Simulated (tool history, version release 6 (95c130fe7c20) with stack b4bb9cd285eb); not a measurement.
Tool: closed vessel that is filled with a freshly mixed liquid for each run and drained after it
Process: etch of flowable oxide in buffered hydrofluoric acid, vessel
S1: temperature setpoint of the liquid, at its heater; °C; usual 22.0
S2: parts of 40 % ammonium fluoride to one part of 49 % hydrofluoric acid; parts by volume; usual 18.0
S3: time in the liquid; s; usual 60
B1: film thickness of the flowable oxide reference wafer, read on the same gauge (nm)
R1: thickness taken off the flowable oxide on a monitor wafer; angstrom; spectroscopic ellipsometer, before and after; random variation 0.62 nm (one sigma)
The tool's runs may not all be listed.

run	hour	S1	S2	S3	B1	R1
1	0.0	22.0	18.0	50	132.02	823.2
2	69.2	22.0	18.0	50	132.43	835.7
3	101.5	22.0	21.0	60	132.62	873.1
4	125.7	22.0	18.0	60	132.82	1014.2
5	159.5	22.0	18.0	60	133.04	1000.2
6	193.0	22.0	18.0	60	133.32	1014.7
7	259.5	22.0	18.0	60	133.92	1007.4
8	300.1	22.0	18.0	60	134.23	1021.5
# hour 312.0: gauge calibrated
9	330.2	22.0	18.0	60	129.69	985.2
10	361.7	22.0	18.0	60	129.72	984.1
11	391.4	22.0	18.0	60	129.78	973.3
12	442.3	22.0	18.0	60	129.82	972.7
# hour 452.9: thermometer replaced
# hour 467.7: hydrofluoric acid flow meter replaced
13	486.7	18.0	13.0	60	129.91	1064.5
14	525.4	26.0	12.0	70	129.98	2145.2
15	557.0	20.0	18.0	60	130.03	881.7
16	594.1	22.0	18.0	80	130.09	1321.8
17	662.4	22.0	21.0	60	130.35	869.0
18	707.9	22.0	15.5	60	130.56	1149.6
19	759.3	22.0	23.0	60	130.82	813.1
20	831.3	22.0	18.0	60	131.20	988.8

Forecast each of these 3 alternatives for the next run:
A	832.0	18.5	18.0	60	?	?
B	832.0	17.0	24.5	45	?	?
C	832.0	22.0	23.0	30	?	?

run	B1	R1
A	131.20	816.1
B	131.20	440.1
C	131.20	406.4
Without the tool's hidden state the same runs would have given:
run	R1
A	808.6
B	436.0
C	402.6
